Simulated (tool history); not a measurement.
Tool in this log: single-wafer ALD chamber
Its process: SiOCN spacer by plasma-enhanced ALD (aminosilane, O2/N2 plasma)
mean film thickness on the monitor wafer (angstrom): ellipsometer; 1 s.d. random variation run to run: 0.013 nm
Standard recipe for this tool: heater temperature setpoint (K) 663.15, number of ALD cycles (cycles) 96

| run | hour | heater temperature setpoint (K) | number of ALD cycles (cycles) | wafers since the last listed run | hours since the last thermocouple change | hours since the gauge calibration | read-back reference wafer on the same gauge, thickness_nm | mean film thickness on the monitor wafer (angstrom) |
|---|---|---|---|---|---|---|---|---|
| 1 | 0.0 | 663.15 | 96 | 0 | 1700.2 | 600.5 | 6.170 | 52.18 |
| 2 | 30.5 | 663.15 | 96 | 94 | 1730.7 | 631.0 | 6.166 | 51.77 |
| 3 | 97.2 | 663.15 | 96 | 207 | 1797.4 | 697.7 | 6.170 | 52.12 |
| 4 | 186.1 | 663.15 | 96 | 276 | 1886.3 | 786.6 | 6.169 | 51.97 |
| 5 | 212.7 | 663.15 | 96 | 82 | 1912.9 | 813.2 | 6.168 | 52.17 |
| 6 | 279.7 | 663.15 | 96 | 208 | 1979.9 | 880.2 | 6.174 | 52.08 |
| 7 | 307.4 | 663.15 | 96 | 86 | 2007.6 | 907.9 | 6.163 | 51.85 |
| 8 | 378.2 | 663.15 | 96 | 220 | 2078.4 | 978.7 | 6.169 | 52.21 |
| 9 | 425.9 | 663.15 | 96 | 148 | 2126.1 | 1026.4 | 6.166 | 52.06 |
| 10 | 479.6 | 659.15 | 96 | 166 | 2179.8 | 1080.1 | 6.177 | 51.77 |
| 11 | 545.0 | 659.15 | 96 | 203 | 2245.2 | 1145.5 | 6.165 | 52.09 |
| 12 | 587.8 | 659.15 | 96 | 133 | 2288.0 | 1188.3 | 6.171 | 52.20 |
| 13 | 636.0 | 663.15 | 96 | 149 | 2336.2 | 1236.5 | 6.164 | 52.08 |
| 14 | 700.4 | 663.15 | 96 | 200 | 2400.6 | 1300.9 | 6.171 | 52.20 |
| 15 | 753.2 | 663.15 | 96 | 164 | 2453.4 | 1353.7 | 6.172 | 52.23 |
| 16 | 788.5 | 670.15 | 96 | 109 | 2488.7 | 1389.0 | 6.163 | 51.99 |
| 17 | 832.4 | 668.15 | 110 | 136 | 2532.6 | 1432.9 | 6.172 | 59.79 |
| 18 | 878.5 | 663.15 | 96 | 143 | 2578.7 | 1479.0 | 6.174 | 52.13 |
| 19 | 916.1 | 672.15 | 101 | 116 | 2616.3 | 1516.6 | 6.162 | 54.93 |
| 20 | 945.5 | 673.15 | 85 | 91 | 2645.7 | 1546.0 | 6.163 | 46.06 |
|  | 975.5 | gauge calibrated |
| 21 | 1006.4 | 651.15 | 96 | 189 | 2706.6 | 30.9 | 6.172 | 52.23 |
| 22 | 1052.5 | 663.15 | 88 | 143 | 2752.7 | 77.0 | 6.171 | 47.46 |
| 23 | 1091.1 | 663.15 | 96 | 120 | 2791.3 | 115.6 | 6.163 | 52.19 |
| 24 | 1159.8 | 663.15 | 96 | 213 | 2860.0 | 184.3 | 6.172 | 51.96 |
|  | 1212.9 | thermocouple changed; heater temperature recalibrated |
| 25 | 1213.4 | 663.15 | 96 | 141 | 0.5 | 237.9 | 6.172 | 52.08 |
| 26 | 1267.2 | 676.15 | 81 | 167 | 54.3 | 291.7 | 6.172 | 43.56 |
| 27 | 1307.9 | 669.15 | 108 | 126 | 95.0 | 332.4 | 6.161 | 58.60 |
| 28 | 1355.9 | 669.15 | 87 | 149 | 143.0 | 380.4 | 6.166 | 47.17 |
| 29 | 1389.2 | 657.15 | 114 | 103 | 176.3 | 413.7 | 6.164 | 61.81 |
| 30 | 1449.4 | 663.15 | 96 | 187 | 236.5 | 473.9 | 6.168 | 52.11 |
| 31 | 1475.3 | 674.15 | 89 | 80 | 262.4 | 499.8 | 6.165 | 48.37 |
| 32 | 1545.7 | 663.15 | 96 | 218 | 332.8 | 570.2 | 6.167 | 52.01 |
| 33 | 1596.9 | 663.15 | 96 | 159 | 384.0 | 621.4 | 6.176 | 52.14 |

State the hidden condition of the tool at each of the runs:
wafer temperature above the value expected at the setpoint (K): 0 at every run
gauge reads high (%): 0 at every run
